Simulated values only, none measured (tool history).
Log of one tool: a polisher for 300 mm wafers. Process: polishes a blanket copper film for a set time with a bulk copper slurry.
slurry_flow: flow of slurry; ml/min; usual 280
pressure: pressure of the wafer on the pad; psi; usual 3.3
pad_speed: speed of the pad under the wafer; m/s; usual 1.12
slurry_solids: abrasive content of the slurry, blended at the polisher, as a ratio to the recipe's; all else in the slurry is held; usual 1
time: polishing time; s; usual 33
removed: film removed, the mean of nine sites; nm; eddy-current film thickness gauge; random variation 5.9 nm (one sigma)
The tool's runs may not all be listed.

run   hour  slurry_flow  pressure  pad_speed  slurry_solids  time  incoming thickness of the incoming film, nm  removed
  1    0.0          280       3.3       1.12              1    33                                       3877.7    389.7
  2   15.8          280       3.3       1.12              1    33                                       3828.3    395.3
  3   36.6          280       3.3       1.12              1    33                                       3838.5    396.8
  4   50.3          280       3.3       1.12              1    33                                       3870.5    389.5
      63.8  -- worn pad replaced by a new one
  5   69.0          280       3.3       1.12              1    33                                       3837.3    410.4
  6   95.2          280       3.3       1.12              1    33                                       3842.9    393.6
     100.3  -- slurry blender recalibrated
  7  114.4          280       3.3       1.12              1    33                                       3847.0    387.4
     143.4  -- worn pad replaced by a new one
     143.7  -- slurry nozzle cleaned
  8  144.2          280       3.3       1.12              1    33                                       3875.7    405.9
  9  176.7          280       2.8       1.12              1    33                                       3861.1    327.8
 10  191.7          280       3.3       1.12              1    33                                       3885.1    384.1

Run 11 comes next. What will it give?
     202.3  -- head pressure recalibrated
     213.3  -- slurry blender recalibrated
 11  223.1          235       2.9       1.12              1    37                                       3776.9        ?

removed: 367.1 nm
Without the tool's hidden state the same run would have given removed 394.4 nm.
